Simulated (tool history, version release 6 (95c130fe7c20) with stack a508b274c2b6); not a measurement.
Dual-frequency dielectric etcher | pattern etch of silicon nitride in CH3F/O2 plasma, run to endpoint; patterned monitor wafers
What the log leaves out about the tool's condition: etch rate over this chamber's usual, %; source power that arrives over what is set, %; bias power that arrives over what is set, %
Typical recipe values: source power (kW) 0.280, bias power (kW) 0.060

| run | hour | source power (kW) | bias power (kW) | wafers since the last listed run | hours since the last wet clean | hours since the last source power generator calibration | hours since the last bias power generator calibration | hours since the last upper electrode change | incoming incoming film thickness, nm | endpoint time (s) |
|---|---|---|---|---|---|---|---|---|---|---|
| 1 | 0.0 | 0.280 | 0.060 | 0 | 220.3 | 1355.5 | 4771.8 | 2762.2 | 98.7 | 137.7 |
| 2 | 38.1 | 0.280 | 0.060 | 195 | 258.4 | 1393.6 | 4809.9 | 2800.3 | 99.7 | 138.3 |
| 3 | 94.5 | 0.280 | 0.060 | 289 | 314.8 | 1450.0 | 4866.3 | 2856.7 | 100.0 | 138.7 |
| 4 | 162.2 | 0.280 | 0.060 | 347 | 382.5 | 1517.7 | 4934.0 | 2924.4 | 99.6 | 138.4 |
| 5 | 206.2 | 0.280 | 0.060 | 225 | 426.5 | 1561.7 | 4978.0 | 2968.4 | 98.9 | 136.4 |
|  | 248.6 | wet clean of the chamber |
| 6 | 249.1 | 0.280 | 0.060 | 96 | 0.5 | 1604.6 | 5020.9 | 3011.3 | 99.9 | 140.3 |
| 7 | 288.1 | 0.280 | 0.060 | 199 | 39.5 | 1643.6 | 5059.9 | 3050.3 | 98.8 | 137.4 |
| 8 | 347.3 | 0.260 | 0.060 | 303 | 98.7 | 1702.8 | 5119.1 | 3109.5 | 99.2 | 143.3 |
|  | 397.8 | bias power generator calibrated |
| 9 | 418.4 | 0.280 | 0.060 | 344 | 169.8 | 1773.9 | 20.6 | 3180.6 | 99.5 | 136.7 |
| 10 | 477.7 | 0.280 | 0.060 | 304 | 229.1 | 1833.2 | 79.9 | 3239.9 | 100.1 | 138.5 |
| 11 | 504.8 | 0.280 | 0.060 | 138 | 256.2 | 1860.3 | 107.0 | 3267.0 | 99.6 | 136.9 |
| 12 | 555.5 | 0.280 | 0.060 | 259 | 306.9 | 1911.0 | 157.7 | 3317.7 | 100.6 | 138.4 |
| 13 | 623.0 | 0.310 | 0.060 | 346 | 374.4 | 1978.5 | 225.2 | 3385.2 | 99.8 | 129.9 |
|  | 663.8 | upper electrode replaced |
| 14 | 680.5 | 0.310 | 0.060 | 171 | 431.9 | 2036.0 | 282.7 | 16.7 | 99.4 | 127.6 |
|  | 706.9 | wet clean of the chamber |
| 15 | 750.7 | 0.260 | 0.060 | 236 | 43.8 | 2106.2 | 352.9 | 86.9 | 99.4 | 141.2 |
| 16 | 820.9 | 0.220 | 0.074 | 359 | 114.0 | 2176.4 | 423.1 | 157.1 | 99.3 | 142.7 |
|  | 826.5 | source power generator calibrated |
| 17 | 846.3 | 0.350 | 0.065 | 109 | 139.4 | 19.8 | 448.5 | 182.5 | 98.9 | 114.1 |
| 18 | 892.8 | 0.320 | 0.055 | 238 | 185.9 | 66.3 | 495.0 | 229.0 | 99.4 | 129.2 |
| 19 | 1105.0 | 0.280 | 0.060 | 1087 | 398.1 | 278.5 | 707.2 | 441.2 | 100.2 | 134.7 |
| 20 | 1130.9 | 0.330 | 0.052 | 132 | 424.0 | 304.4 | 733.1 | 467.1 | 99.6 | 130.0 |
|  | 1193.7 | wet clean of the chamber |
| 21 | 1194.2 | 0.260 | 0.067 | 201 | 0.5 | 367.7 | 796.4 | 530.4 | 99.3 | 134.6 |
|  | 1203.8 | source power generator calibrated, repeated, since the last time left the tool worse |
| 22 | 1251.1 | 0.250 | 0.068 | 271 | 57.4 | 47.3 | 853.3 | 587.3 | 99.1 | 139.7 |
| 23 | 1298.6 | 0.280 | 0.066 | 243 | 104.9 | 94.8 | 900.8 | 634.8 | 99.5 | 133.2 |
| 24 | 1361.5 | 0.220 | 0.070 | 322 | 167.8 | 157.7 | 963.7 | 697.7 | 100.7 | 151.8 |
| 25 | 1430.3 | 0.280 | 0.060 | 352 | 236.6 | 226.5 | 1032.5 | 766.5 | 99.2 | 136.0 |
| 26 | 1487.8 | 0.280 | 0.060 | 294 | 294.1 | 284.0 | 1090.0 | 824.0 | 99.1 | 137.5 |
| 27 | 1552.1 | 0.280 | 0.060 | 329 | 358.4 | 348.3 | 1154.3 | 888.3 | 99.5 | 139.2 |
| 28 | 1617.5 | 0.250 | 0.050 | 335 | 423.8 | 413.7 | 1219.7 | 953.7 | 98.2 | 156.8 |
|  | 1642.9 | wet clean of the chamber |
| 29 | 1666.4 | 0.260 | 0.066 | 127 | 23.5 | 462.6 | 1268.6 | 1002.6 | 98.7 | 138.1 |
| 30 | 1709.9 | 0.250 | 0.047 | 223 | 67.0 | 506.1 | 1312.1 | 1046.1 | 98.8 | 164.0 |
| 31 | 1762.3 | 0.220 | 0.069 | 268 | 119.4 | 558.5 | 1364.5 | 1098.5 | 99.0 | 151.8 |
| 32 | 1810.6 | 0.340 | 0.047 | 247 | 167.7 | 606.8 | 1412.8 | 1146.8 | 99.3 | 135.0 |
| 33 | 1875.7 | 0.280 | 0.060 | 333 | 232.8 | 671.9 | 1477.9 | 1211.9 | 98.8 | 137.6 |
| 34 | 1930.0 | 0.230 | 0.066 | 278 | 287.1 | 726.2 | 1532.2 | 1266.2 | 100.0 | 151.7 |

Describe how what the log doesn't record of the tool's condition differs between the last listed run preceding each entry between runs and the first listed run following it.
Between runs 5 and 6: wet clean of the chamber (hour 248.6)
  source power that arrives over what is set, %: 1.77 -> 1.89
  measured less the result without the state, endpoint time (s): -1.4 -> -1.6
Between runs 8 and 9: bias power generator calibrated (hour 397.8)
  source power that arrives over what is set, %: 2.2 -> 2.44
  measured less the result without the state, endpoint time (s): -1.8 -> -1.9
Between runs 13 and 14: upper electrode replaced (hour 663.8)
  source power that arrives over what is set, %: 3.17 -> 3.39
  measured less the result without the state, endpoint time (s): -2.4 -> -2.5
Between runs 14 and 15: wet clean of the chamber (hour 706.9)
  source power that arrives over what is set, %: 3.39 -> 3.66
  measured less the result without the state, endpoint time (s): -2.5 -> -3.0
Between runs 16 and 17: source power generator calibrated (hour 826.5)
  source power that arrives over what is set, %: 3.95 -> 6.37
  measured less the result without the state, endpoint time (s): -3.1 -> -4.1
Between runs 20 and 21: wet clean of the chamber (hour 1193.7)
  source power that arrives over what is set, %: 6.46 -> 6.5
  measured less the result without the state, endpoint time (s): -4.8 -> -4.8
Between runs 21 and 22: source power generator calibrated, repeated, since the last time left the tool worse (hour 1203.8)
  source power that arrives over what is set, %: 6.5 -> 0.693
  measured less the result without the state, endpoint time (s): -4.8 -> -0.6
Between runs 28 and 29: wet clean of the chamber (hour 1642.9)
  source power that arrives over what is set, %: 0.853 -> 0.894
  measured less the result without the state, endpoint time (s): -0.7 -> -0.8
